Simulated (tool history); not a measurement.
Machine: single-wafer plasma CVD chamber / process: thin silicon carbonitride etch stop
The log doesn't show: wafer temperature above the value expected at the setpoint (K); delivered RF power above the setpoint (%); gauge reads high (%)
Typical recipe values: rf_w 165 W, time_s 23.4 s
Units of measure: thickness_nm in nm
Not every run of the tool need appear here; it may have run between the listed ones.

run	day	rf_w	time_s	wafers since the last listed run	hours since the last thermocouple change	hours since the last RF generator calibration	hours since the showerhead was replaced	hours since the gauge calibration	read-back reference wafer on the same gauge, thickness_nm	thickness_nm
1	0	165	23.4	0	1627.5	1777.1	3498.6	298.5	12.052	13.176
2	0.554	165	23.4	327	1640.8	1790.4	3511.9	311.8	12.044	13.175
3	0.904	165	23.4	206	1649.2	1798.8	3520.3	320.2	12.044	13.216
4	1.546	165	23.4	379	1664.6	1814.2	3535.7	335.6	12.043	13.134
5	1.892	165	23.4	204	1672.9	1822.5	3544	343.9	12.04	13.187
6	2.583	165	23.4	408	1689.5	1839.1	3560.6	360.5	12.028	13.138
7	3.029	165	23.4	263	1700.2	1849.8	3571.3	371.2	12.029	13.152
8	3.779	165	23.4	443	1718.2	1867.8	3589.3	389.2	12.016	13.141
9	4.446	165	21	394	1734.2	1883.8	3605.3	405.2	12.015	11.797
10	5.15	165	21	416	1751.1	1900.7	3622.2	422.1	12.001	11.791
# day 5.754: showerhead replaced
11	5.775	165	21	172	1766.1	1915.7	0.5	437.1	11.997	11.755
12	6.096	190	23.4	189	1773.8	1923.4	8.2	444.8	11.998	13.538
13	6.371	150	20.9	162	1780.4	1930	14.8	451.4	11.988	11.455
14	7.588	150	20.9	719	1809.6	1959.2	44	480.6	11.971	11.454
15	7.904	165	23.4	187	1817.2	1966.8	51.6	488.2	11.977	13.109
16	10.038	165	23.4	1261	1868.4	2018	102.8	539.4	11.937	13.018
17	10.288	165	19.2	147	1874.4	2024	108.8	545.4	11.931	10.706
# day 10.338: gauge calibrated
18	10.575	155	24.8	169	1881.3	2030.9	115.7	5.7	12.104	13.871
# day 11.979: thermocouple changed; heater temperature recalibrated
19	12	190	20.7	645	0.5	2065.1	149.9	39.9	12.104	12.091
20	12.325	175	27.4	192	8.3	2072.9	157.7	47.7	12.109	15.697
21	12.646	150	20.8	189	16	2080.6	165.4	55.4	12.103	11.485
22	13.846	190	19	709	44.8	2109.4	194.2	84.2	12.099	11.112
23	14.475	175	25.3	371	59.9	2124.5	209.3	99.3	12.094	14.512
24	14.921	135	20.3	263	70.6	2135.2	220	110	12.098	10.954
# day 15.271: RF generator calibrated
25	15.554	150	20.9	177	85.8	6.8	235.2	125.2	12.087	11.512
26	16.304	165	23.4	443	103.8	24.8	253.2	143.2	12.091	13.203
27	16.642	165	23.4	199	111.9	32.9	261.3	151.3	12.091	13.203
28	16.971	150	20.9	194	119.8	40.8	269.2	159.2	12.088	11.54
29	17.583	185	26.4	362	134.5	55.5	283.9	173.9	12.076	15.303
30	18.088	165	27.7	298	146.6	67.6	296	186	12.078	15.632
31	18.642	145	23.4	327	159.9	80.9	309.3	199.3	12.077	12.852
32	19.05	165	23.4	241	169.7	90.7	319.1	209.1	12.081	13.227
33	19.317	165	21.5	157	176.1	97.1	325.5	215.5	12.08	12.111
34	21.421	165	23.4	1243	226.6	147.6	376	266	12.061	13.163

Take each entry between the runs: how does the hidden state at the last listed run before it differ from the hidden state at the first listed run after it?
From run 10 to run 11: showerhead replaced (day 5.754)
  gauge reads high (%): -0.793 -> -0.856
  what was measured, less what the result would be without the hidden state, thickness_nm: -0.094 -> -0.101 nm
From run 17 to run 18: gauge calibrated (day 10.338)
  gauge reads high (%): -1.38 -> 0.0141
  what was measured, less what the result would be without the hidden state, thickness_nm: -0.15 -> +0.002 nm
From run 18 to run 19: thermocouple changed; heater temperature recalibrated (day 11.979)
  gauge reads high (%): 0.0141 -> 0.00649
  what was measured, less what the result would be without the hidden state, thickness_nm: +0.002 -> +0.001 nm
From run 24 to run 25: RF generator calibrated (day 15.271)
  gauge reads high (%): -0.045 -> -0.0625
  what was measured, less what the result would be without the hidden state, thickness_nm: -0.005 -> -0.008 nm
